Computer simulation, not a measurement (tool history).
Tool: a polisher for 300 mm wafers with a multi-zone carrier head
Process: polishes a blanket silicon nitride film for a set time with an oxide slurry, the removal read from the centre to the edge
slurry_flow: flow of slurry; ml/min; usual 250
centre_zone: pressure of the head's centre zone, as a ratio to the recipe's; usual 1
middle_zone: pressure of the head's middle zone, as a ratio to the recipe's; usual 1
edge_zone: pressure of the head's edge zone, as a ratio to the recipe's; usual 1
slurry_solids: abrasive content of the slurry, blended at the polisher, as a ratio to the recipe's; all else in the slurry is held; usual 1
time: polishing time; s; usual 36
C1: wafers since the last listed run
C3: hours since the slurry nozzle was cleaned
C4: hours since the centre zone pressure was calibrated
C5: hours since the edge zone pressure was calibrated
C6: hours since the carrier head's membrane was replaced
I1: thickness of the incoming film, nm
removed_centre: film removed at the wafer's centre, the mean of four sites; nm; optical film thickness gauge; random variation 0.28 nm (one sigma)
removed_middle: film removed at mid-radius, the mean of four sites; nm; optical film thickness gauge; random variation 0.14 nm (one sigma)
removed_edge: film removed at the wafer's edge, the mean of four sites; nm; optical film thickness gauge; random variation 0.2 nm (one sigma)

Run 1, hour 0: usual settings but centre_zone 1.11; C1 0; wafers polished on this pad 1127; C3 47.8; C4 1202.8; C5 717.1; C6 1229.4; I1 641.8. Result: removed_centre 23.8 nm, removed_middle 19.2 nm, removed_edge 19.3 nm.
Run 2, hour 16.9: usual settings but edge_zone 1.08; C1 209; wafers polished on this pad 1337; C3 64.7; C4 1219.7; C5 734; C6 1246.3; I1 645.5. Result: removed_centre 20.8 nm, removed_middle 19.2 nm, removed_edge 19.7 nm.
Run 3, hour 27: usual settings but slurry_flow 195 ml/min, centre_zone 0.97, time 47 s; C1 125; wafers polished on this pad 1462; C3 74.8; C4 1229.8; C5 744.1; C6 1256.4; I1 646.1. Result: removed_centre 25.9 nm, removed_middle 24.1 nm, removed_edge 24.3 nm.
Run 4, hour 35: usual settings; C1 99; wafers polished on this pad 1561; C3 82.8; C4 1237.8; C5 752.1; C6 1264.4; I1 641.1. Result: removed_centre 20.7 nm, removed_middle 18.8 nm, removed_edge 19.4 nm.
Run 5, hour 43: usual settings; C1 99; wafers polished on this pad 1660; C3 90.8; C4 1245.8; C5 760.1; C6 1272.4; I1 638.8. Result: removed_centre 20.7 nm, removed_middle 18.9 nm, removed_edge 19 nm.
Run 6, hour 54.5: usual settings but slurry_flow 190 ml/min, edge_zone 0.96; C1 142; wafers polished on this pad 1803; C3 102.3; C4 1257.3; C5 771.6; C6 1283.9; I1 637. Result: removed_centre 19.7 nm, removed_middle 18.3 nm, removed_edge 18.3 nm.
At hour 60.8: worn pad replaced by a new one.
Run 7, hour 72: usual settings but slurry_flow 205 ml/min, centre_zone 1.08, edge_zone 1.08, slurry_solids 1.2; C1 167; wafers polished on this pad 138; C3 119.8; C4 1274.8; C5 789.1; C6 1301.4; I1 633.2. Result: removed_centre 25.4 nm, removed_middle 20.5 nm, removed_edge 21.7 nm.
Run 8, hour 86.8: usual settings but edge_zone 1.12; C1 183; wafers polished on this pad 322; C3 134.6; C4 1289.6; C5 803.9; C6 1316.2; I1 636.1. Result: removed_centre 22.4 nm, removed_middle 20.2 nm, removed_edge 21 nm.
Run 9, hour 99.6: usual settings; C1 158; wafers polished on this pad 480; C3 147.4; C4 1302.4; C5 816.7; C6 1329; I1 647.5. Result: removed_centre 21.8 nm, removed_middle 19.7 nm, removed_edge 19.9 nm.
At hour 107.3: carrier head's membrane replaced by a new one.
Run 10, hour 107.8: usual settings but slurry_solids 1.2, time 40 s; C1 39; wafers polished on this pad 520; C3 155.6; C4 1310.6; C5 824.9; C6 0.5; I1 650.4. Result: removed_centre 25.2 nm, removed_middle 23 nm, removed_edge 23.3 nm.
Run 11, hour 122.6: usual settings but time 39 s; C1 183; wafers polished on this pad 703; C3 170.4; C4 1325.4; C5 839.7; C6 15.3; I1 646.7. Result: removed_centre 23.4 nm, removed_middle 21.1 nm, removed_edge 21.1 nm.
At hour 128.8: edge zone pressure recalibrated.
Run 12, hour 137.3: usual settings but centre_zone 0.89; C1 157; wafers polished on this pad 861; C3 185.1; C4 1340.1; C5 8.5; C6 30; I1 643.5. Result: removed_centre 18.7 nm, removed_middle 19.2 nm, removed_edge 19.2 nm.
At hour 151.4: centre zone pressure recalibrated.
Run 13, hour 188.6: usual settings but slurry_flow 320 ml/min; C1 611; wafers polished on this pad 1472; C3 236.4; C4 37.2; C5 59.8; C6 81.3; I1 639.7. Result: removed_centre 19.7 nm, removed_middle 19.6 nm, removed_edge 20 nm.
At hour 205.1: worn pad replaced by a new one.
Run 14, hour 206.4: usual settings but centre_zone 0.96, edge_zone 1.11, slurry_solids 1.25; C1 171; wafers polished on this pad 16; C3 254.2; C4 55; C5 77.6; C6 99.1; I1 638.4. Result: removed_centre 20.9 nm, removed_middle 21.5 nm, removed_edge 22.6 nm.
Run 15, hour 257.5: usual settings; C1 633; wafers polished on this pad 650; C3 305.3; C4 106.1; C5 128.7; C6 150.2; I1 638.5. Result: removed_centre 19.3 nm, removed_middle 19.6 nm, removed_edge 19.5 nm.
Run 16, hour 273.4: usual settings; C1 197; wafers polished on this pad 847; C3 321.2; C4 122; C5 144.6; C6 166.1; I1 644.2. Result: removed_centre 19.2 nm, removed_middle 19.2 nm, removed_edge 19.5 nm.
Run 17, hour 302.3: usual settings but centre_zone 0.94, middle_zone 0.88, edge_zone 1.11, slurry_solids 0.9; C1 358; wafers polished on this pad 1205; C3 350.1; C4 150.9; C5 173.5; C6 195; I1 644.4. Result: removed_centre 18 nm, removed_middle 16.9 nm, removed_edge 19.2 nm.
Run 18, hour 311.6: usual settings but slurry_flow 175 ml/min, edge_zone 1.1, time 26 s; C1 115; wafers polished on this pad 1320; C3 359.4; C4 160.2; C5 182.8; C6 204.3; I1 634. Result: removed_centre 13.4 nm, removed_middle 13.2 nm, removed_edge 13.9 nm.
Run 19, hour 324.8: usual settings but centre_zone 0.97, middle_zone 1.09; C1 163; wafers polished on this pad 1484; C3 372.6; C4 173.4; C5 196; C6 217.5; I1 651.1. Result: removed_centre 18.9 nm, removed_middle 20.6 nm, removed_edge 18.9 nm.
At hour 349.7: worn pad replaced by a new one.
At hour 360.8: slurry nozzle cleaned.
Run 20, hour 375.7: usual settings but middle_zone 0.94, slurry_solids 1.1; C1 568; wafers polished on this pad 310; C3 14.9; C4 224.3; C5 246.9; C6 268.4; I1 647.6. Result: removed_centre 20.5 nm, removed_middle 19.2 nm, removed_edge 20.3 nm.
Run 21, hour 392.3: usual settings; C1 205; wafers polished on this pad 515; C3 31.5; C4 240.9; C5 263.5; C6 285; I1 648.2. Result: removed_centre 19.4 nm, removed_middle 19.6 nm, removed_edge 19.8 nm.

Forecast each of these 5 alternatives for the next run:
Run A, hour 392.7: usual settings but slurry_flow 180 ml/min; C1 4; wafers polished on this pad 520; C3 31.9; C4 241.3; C5 263.9; C6 285.4; I1 644.3. Result: removed_centre ?, removed_middle ?, removed_edge ?.
Run B, hour 392.7: usual settings but time 27 s; C1 4; wafers polished on this pad 520; C3 31.9; C4 241.3; C5 263.9; C6 285.4; I1 644.3. Result: removed_centre ?, removed_middle ?, removed_edge ?.
Run C, hour 392.7: usual settings but edge_zone 1.06, time 48 s; C1 4; wafers polished on this pad 520; C3 31.9; C4 241.3; C5 263.9; C6 285.4; I1 644.3. Result: removed_centre ?, removed_middle ?, removed_edge ?.
Run D, hour 392.7: usual settings but slurry_flow 280 ml/min, time 32 s; C1 4; wafers polished on this pad 520; C3 31.9; C4 241.3; C5 263.9; C6 285.4; I1 644.3. Result: removed_centre ?, removed_middle ?, removed_edge ?.
Run E, hour 392.7: usual settings but middle_zone 0.9; C1 4; wafers polished on this pad 520; C3 31.9; C4 241.3; C5 263.9; C6 285.4; I1 644.3. Result: removed_centre ?, removed_middle ?, removed_edge ?.

run  removed_centre  removed_middle  removed_edge
  A            18.7            18.5          19.2
  B            14.7            14.4          14.8
  C            26.1            25.6          26.8
  D            17.6            17.3          17.7
  E            19.5            17.6          19.7
Without the tool's hidden state the same runs would have given:
run  removed_centre  removed_middle  removed_edge
  A            19.4            19.5          20.2
  B            15.2            15.2          15.6
  C              27              27          28.3
  D            18.2            18.2          18.6
  E            20.2            18.5          20.8
